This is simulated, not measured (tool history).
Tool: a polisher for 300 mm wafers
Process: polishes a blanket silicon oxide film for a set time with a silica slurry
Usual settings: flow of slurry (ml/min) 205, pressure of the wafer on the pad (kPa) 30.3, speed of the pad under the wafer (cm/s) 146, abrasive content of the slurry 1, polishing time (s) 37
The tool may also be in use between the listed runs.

| run | day | flow of slurry (ml/min) | pressure of the wafer on the pad (kPa) | speed of the pad under the wafer (cm/s) | abrasive content of the slurry | polishing time (s) | incoming thickness of the incoming film, nm | film removed (nm) |
|---|---|---|---|---|---|---|---|---|
| 1 | 0 | 205 | 30.3 | 146 | 1 | 37 | 1601.7 | 125.1 |
|  | 0.029 | head pressure recalibrated |
| 2 | 2.596 | 205 | 30.3 | 146 | 1 | 37 | 1588.9 | 121.4 |
|  | 3.062 | slurry nozzle cleaned |
|  | 3.462 | worn pad replaced by a new one |
| 3 | 4.3 | 205 | 30.3 | 146 | 1 | 37 | 1593.3 | 117 |
|  | 4.896 | conditioning disc replaced and pad reconditioned |
|  | 6.204 | slurry blender recalibrated |
| 4 | 6.225 | 205 | 30.3 | 146 | 1 | 37 | 1632.9 | 130.2 |
| 5 | 8.988 | 205 | 30.3 | 146 | 1 | 37 | 1588 | 128.4 |
| 6 | 11.75 | 205 | 30.3 | 146 | 1 | 37 | 1613 | 127.2 |
| 7 | 12.958 | 205 | 30.3 | 146 | 1 | 37 | 1601.7 | 128.4 |
| 8 | 14.45 | 185 | 30.3 | 146 | 1 | 37 | 1612.6 | 122.1 |
|  | 14.683 | worn pad replaced by a new one |
| 9 | 16.762 | 205 | 30.3 | 146 | 1 | 37 | 1575 | 123.5 |
|  | 17.35 | conditioning disc replaced and pad reconditioned |
|  | 19.371 | slurry nozzle cleaned |
|  | 20.258 | slurry blender recalibrated |
| 10 | 25.138 | 175 | 30.3 | 96 | 0.85 | 37 | 1636.6 | 92.7 |
|  | 25.354 | worn pad replaced by a new one |
| 11 | 27.229 | 245 | 30.3 | 146 | 1.3 | 49 | 1600.3 | 191.1 |
|  | 27.808 | conditioning disc replaced and pad reconditioned |
| 12 | 29.888 | 205 | 30.3 | 146 | 1.25 | 37 | 1625.3 | 134.5 |
|  | 30.342 | head pressure recalibrated |
|  | 34.442 | slurry blender recalibrated |
|  | 35.3 | worn pad replaced by a new one |
| 13 | 35.842 | 245 | 30.3 | 146 | 1.3 | 49 | 1602.8 | 199 |
|  | 38.304 | conditioning disc replaced and pad reconditioned |
| 14 | 38.646 | 205 | 30.3 | 184 | 0.85 | 37 | 1600 | 133.2 |
|  | 39.604 | slurry nozzle cleaned |
| 15 | 39.771 | 205 | 30.3 | 146 | 1.25 | 37 | 1589.4 | 136.9 |
| 16 | 40.846 | 150 | 30.3 | 112 | 0.8 | 37 | 1598.7 | 92.9 |
|  | 46.146 | worn pad replaced by a new one |
|  | 47.446 | slurry blender recalibrated |
|  | 48.504 | conditioning disc replaced and pad reconditioned |
| 17 | 48.821 | 205 | 20 | 146 | 1 | 37 | 1576.3 | 90.9 |
| 18 | 50.679 | 205 | 30.3 | 146 | 1 | 33 | 1617.2 | 113.5 |
| 19 | 53.592 | 205 | 30.3 | 114 | 1.25 | 37 | 1604.2 | 127.7 |

3 ways to go on from here, each from the tool as it stands after run 19. What would each give?
| A | 53.608 | 205 | 30.3 | 146 | 1 | 37 | 1612.2 | ? |
| B | 53.608 | 245 | 22.8 | 118 | 1 | 33 | 1612.2 | ? |
| C | 53.608 | 205 | 30.3 | 190 | 0.85 | 37 | 1612.2 | ? |

| run | film removed (nm) |
|---|---|
| A | 123.9 |
| B | 79.4 |
| C | 131.4 |
Without the tool's hidden state the same runs would have given:
| run | film removed (nm) |
|---|---|
| A | 132.4 |
| B | 84.8 |
| C | 141.3 |
